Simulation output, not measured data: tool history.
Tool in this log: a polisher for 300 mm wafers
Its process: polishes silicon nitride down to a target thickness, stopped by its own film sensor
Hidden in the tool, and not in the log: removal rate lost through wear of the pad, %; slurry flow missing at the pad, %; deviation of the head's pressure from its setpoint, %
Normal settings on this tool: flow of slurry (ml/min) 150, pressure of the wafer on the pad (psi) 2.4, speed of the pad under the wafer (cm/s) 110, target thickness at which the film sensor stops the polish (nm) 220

run,hour,flow of slurry (ml/min),pressure of the wafer on the pad (psi),speed of the pad under the wafer (cm/s),target thickness at which the film sensor stops the polish (nm),wafers since the last listed run,wafers polished on this pad,hours since the slurry nozzle was cleaned,hours since the head pressure was calibrated,"incoming thickness of the incoming film, nm",time until the film sensor stopped the polish (s)
1,0,150,2.4,110,233,0,1144,252.5,348.2,297.8,55.7
# hour 38.8: worn pad replaced by a new one
# hour 60.7: head pressure recalibrated
2,71.4,150,2.4,110,233,377,176,323.9,10.7,300.7,51.1
3,129,150,2.4,110,220,332,509,381.5,68.3,300.4,62.4
# hour 150.9: slurry nozzle cleaned
4,163.6,150,2.4,110,220,194,703,12.7,102.9,300.4,64.6
5,219.2,150,2.9,110,220,321,1024,68.3,158.5,302.6,54.9
6,283.3,150,2.9,110,220,370,1394,132.4,222.6,305,60
# hour 324.8: worn pad replaced by a new one
7,354.7,150,2.4,128,220,389,172,203.8,294,304.4,59
8,417.5,150,2.4,128,220,362,535,266.6,356.8,303.6,61.4
9,481.7,150,2.4,110,220,370,906,330.8,421,299.4,64.2
10,528.5,150,2.4,110,220,270,1176,377.6,467.8,304.2,72.7
# hour 557.7: worn pad replaced by a new one
# hour 557.7: head pressure recalibrated
# hour 568.7: slurry nozzle cleaned
11,581.2,150,2.4,110,220,286,129,12.5,23.5,297.4,60.8
12,644.9,185,2.6,110,220,367,497,76.2,87.2,306.3,61
13,687.9,150,2.4,140,220,248,745,119.2,130.2,303.9,54.7
14,742.7,165,2.4,110,231,316,1062,174,185,303.7,58.1
15,797.2,165,1.9,110,220,314,1377,228.5,239.5,298,84.6
16,830,150,2.4,110,220,189,1566,261.3,272.3,298.2,67.2
# hour 839.1: worn pad replaced by a new one
17,880.2,165,2.4,110,231,266,237,311.5,322.5,299.8,50.1
# hour 924: slurry nozzle cleaned
18,930,150,1.7,144,244,281,519,6,372.3,295.4,44.7
# hour 964.1: head pressure recalibrated
19,977.8,150,2.4,110,220,264,783,53.8,13.7,300.5,63.5
20,1040.8,150,1.9,110,220,363,1147,116.8,76.7,298,80.7
21,1092.5,105,2.1,98,236,298,1446,168.5,128.4,304.6,78.4
# hour 1120.3: worn pad replaced by a new one
22,1162.4,150,2.4,110,220,380,243,238.4,198.3,298.3,60.9
23,1188.3,135,2,110,220,149,392,264.3,224.2,300.2,77.5
24,1256,150,2.4,110,202,390,783,332,291.9,300.8,78.9

Measured less the same run without the tool's hidden state. The same run-to-run variation is in both; the gauge's scatter may not be:
run,time until the film sensor stopped the polish (s)
1,+6.3
2,+1.3
3,+3.4
4,+4.5
5,+5.3
6,+7.7
7,+2.4
8,+4.3
9,+6.5
10,+9
11,+1.1
12,+3
13,+3.8
14,+5.6
15,+10.3
16,+9.2
17,+1
18,+2
19,+4.3
20,+7.9
21,+9.6
22,+2.1
23,+3.6
24,+6.2
